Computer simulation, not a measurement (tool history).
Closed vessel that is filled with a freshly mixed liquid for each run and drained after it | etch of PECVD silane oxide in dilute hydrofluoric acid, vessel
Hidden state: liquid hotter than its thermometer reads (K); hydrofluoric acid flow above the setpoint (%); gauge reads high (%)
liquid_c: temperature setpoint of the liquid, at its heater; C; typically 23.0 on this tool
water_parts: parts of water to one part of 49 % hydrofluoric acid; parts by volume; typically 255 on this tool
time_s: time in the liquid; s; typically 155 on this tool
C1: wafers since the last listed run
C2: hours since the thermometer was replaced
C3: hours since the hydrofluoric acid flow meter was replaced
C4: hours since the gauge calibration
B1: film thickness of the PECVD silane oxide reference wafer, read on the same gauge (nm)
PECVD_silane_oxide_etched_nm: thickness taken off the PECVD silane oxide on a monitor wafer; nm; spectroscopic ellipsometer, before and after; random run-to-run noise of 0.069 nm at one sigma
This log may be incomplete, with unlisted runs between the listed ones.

Run 1, hour 0.0: usual settings; C1 0; C2 2934.2; C3 1696.3; C4 1940.7; B1 72.63. Result: PECVD_silane_oxide_etched_nm 10.31 nm.
Run 2, hour 70.3: usual settings but water_parts 210 parts by volume, time_s 180 s; C1 4785; C2 3004.5; C3 1766.6; C4 2011.0; B1 72.64. Result: PECVD_silane_oxide_etched_nm 15.03 nm.
Run 3, hour 97.2: usual settings but liquid_c 20.0 C; C1 1830; C2 3031.4; C3 1793.5; C4 2037.9; B1 72.64. Result: PECVD_silane_oxide_etched_nm 9.16 nm.
Run 4, hour 136.9: usual settings but liquid_c 20.0 C; C1 2702; C2 3071.1; C3 1833.2; C4 2077.6; B1 72.63. Result: PECVD_silane_oxide_etched_nm 9.14 nm.
Run 5, hour 191.2: usual settings; C1 3696; C2 3125.4; C3 1887.5; C4 2131.9; B1 72.67. Result: PECVD_silane_oxide_etched_nm 10.41 nm.
Run 6, hour 219.5: usual settings; C1 1926; C2 3153.7; C3 1915.8; C4 2160.2; B1 72.65. Result: PECVD_silane_oxide_etched_nm 10.32 nm.
Run 7, hour 285.8: usual settings; C1 4512; C2 3220.0; C3 1982.1; C4 2226.5; B1 72.68. Result: PECVD_silane_oxide_etched_nm 10.18 nm.
Run 8, hour 322.3: usual settings; C1 2484; C2 3256.5; C3 2018.6; C4 2263.0; B1 72.66. Result: PECVD_silane_oxide_etched_nm 10.20 nm.
Run 9, hour 346.4: usual settings; C1 1640; C2 3280.6; C3 2042.7; C4 2287.1; B1 72.70. Result: PECVD_silane_oxide_etched_nm 10.27 nm.
Run 10, hour 377.7: usual settings; C1 2130; C2 3311.9; C3 2074.0; C4 2318.4; B1 72.67. Result: PECVD_silane_oxide_etched_nm 10.18 nm.
Run 11, hour 434.1: usual settings but time_s 85 s; C1 3838; C2 3368.3; C3 2130.4; C4 2374.8; B1 72.67. Result: PECVD_silane_oxide_etched_nm 5.57 nm.
At hour 456.8: thermometer replaced.
Run 12, hour 470.8: usual settings but time_s 85 s; C1 2429; C2 14.0; C3 2167.1; C4 2411.5; B1 72.68. Result: PECVD_silane_oxide_etched_nm 5.61 nm.
Run 13, hour 494.8: usual settings but time_s 215 s; C1 1633; C2 38.0; C3 2191.1; C4 2435.5; B1 72.69. Result: PECVD_silane_oxide_etched_nm 14.33 nm.
Run 14, hour 584.2: usual settings but time_s 215 s; C1 6085; C2 127.4; C3 2280.5; C4 2524.9; B1 72.74. Result: PECVD_silane_oxide_etched_nm 14.36 nm.
At hour 628.2: gauge calibrated.
Run 15, hour 652.7: usual settings; C1 4662; C2 195.9; C3 2349.0; C4 24.5; B1 69.46. Result: PECVD_silane_oxide_etched_nm 9.81 nm.
Run 16, hour 710.4: usual settings but liquid_c 19.0 C; C1 3927; C2 253.6; C3 2406.7; C4 82.2; B1 69.65. Result: PECVD_silane_oxide_etched_nm 8.47 nm.
At hour 737.1: hydrofluoric acid flow meter replaced.
Run 17, hour 742.3: usual settings but liquid_c 19.0 C; C1 2103; C2 285.5; C3 5.2; C4 114.1; B1 69.74. Result: PECVD_silane_oxide_etched_nm 8.42 nm.
Run 18, hour 795.2: usual settings but water_parts 290 parts by volume, time_s 185 s; C1 3600; C2 338.4; C3 58.1; C4 167.0; B1 69.89. Result: PECVD_silane_oxide_etched_nm 10.07 nm.
Run 19, hour 849.7: usual settings but water_parts 315 parts by volume, time_s 205 s; C1 3709; C2 392.9; C3 112.6; C4 221.5; B1 69.99. Result: PECVD_silane_oxide_etched_nm 9.97 nm.
Run 20, hour 916.6: usual settings but liquid_c 26.0 C, water_parts 365 parts by volume, time_s 115 s; C1 4553; C2 459.8; C3 179.5; C4 288.4; B1 70.16. Result: PECVD_silane_oxide_etched_nm 5.08 nm.
Run 21, hour 970.9: usual settings but water_parts 305 parts by volume, time_s 215 s; C1 3696; C2 514.1; C3 233.8; C4 342.7; B1 70.27. Result: PECVD_silane_oxide_etched_nm 10.96 nm.
Run 22, hour 1028.4: usual settings but liquid_c 24.5 C, water_parts 145 parts by volume, time_s 215 s; C1 3913; C2 571.6; C3 291.3; C4 400.2; B1 70.39. Result: PECVD_silane_oxide_etched_nm 28.92 nm.
Run 23, hour 1098.8: usual settings but liquid_c 19.0 C, time_s 185 s; C1 4791; C2 642.0; C3 361.7; C4 470.6; B1 70.52. Result: PECVD_silane_oxide_etched_nm 10.29 nm.
Run 24, hour 1139.9: usual settings but time_s 235 s; C1 2797; C2 683.1; C3 402.8; C4 511.7; B1 70.55. Result: PECVD_silane_oxide_etched_nm 15.14 nm.
Run 25, hour 1318.4: usual settings; C1 12149; C2 861.6; C3 581.3; C4 690.2; B1 70.80. Result: PECVD_silane_oxide_etched_nm 9.93 nm.
Run 26, hour 1347.4: usual settings but water_parts 315 parts by volume, time_s 240 s; C1 1973; C2 890.6; C3 610.3; C4 719.2; B1 70.87. Result: PECVD_silane_oxide_etched_nm 11.83 nm.
Run 27, hour 1393.3: usual settings but liquid_c 27.0 C, water_parts 140 parts by volume, time_s 120 s; C1 3124; C2 936.5; C3 656.2; C4 765.1; B1 70.90. Result: PECVD_silane_oxide_etched_nm 18.88 nm.
Run 28, hour 1463.4: usual settings but liquid_c 26.0 C, time_s 250 s; C1 4771; C2 1006.6; C3 726.3; C4 835.2; B1 70.98. Result: PECVD_silane_oxide_etched_nm 17.94 nm.
Run 29, hour 1495.7: usual settings; C1 2198; C2 1038.9; C3 758.6; C4 867.5; B1 71.01. Result: PECVD_silane_oxide_etched_nm 10.01 nm.
Run 30, hour 1538.2: usual settings but liquid_c 20.5 C, water_parts 370 parts by volume, time_s 220 s; C1 2892; C2 1081.4; C3 801.1; C4 910.0; B1 71.09. Result: PECVD_silane_oxide_etched_nm 8.06 nm.
Run 31, hour 1645.7: usual settings; C1 7317; C2 1188.9; C3 908.6; C4 1017.5; B1 71.17. Result: PECVD_silane_oxide_etched_nm 10.05 nm.
Run 32, hour 1829.4: usual settings; C1 12503; C2 1372.6; C3 1092.3; C4 1201.2; B1 71.30. Result: PECVD_silane_oxide_etched_nm 10.04 nm.

Difference, measured minus no-hidden-state, one row per run. Run-to-run variation is common to both terms; the gauge's own scatter need not be:
run  PECVD_silane_oxide_etched_nm
  1                         +0.37
  2                         +0.55
  3                         +0.33
  4                         +0.33
  5                         +0.38
  6                         +0.38
  7                         +0.37
  8                         +0.38
  9                         +0.37
 10                         +0.37
 11                         +0.20
 12                         +0.20
 13                         +0.54
 14                         +0.53
 15                         -0.08
 16                         -0.04
 17                         -0.03
 18                         -0.02
 19                         +0.00
 20                         +0.01
 21                         +0.04
 22                         +0.15
 23                         +0.08
 24                         +0.13
 25                         +0.11
 26                         +0.15
 27                         +0.24
 28                         +0.25
 29                         +0.15
 30                         +0.13
 31                         +0.17
 32                         +0.19
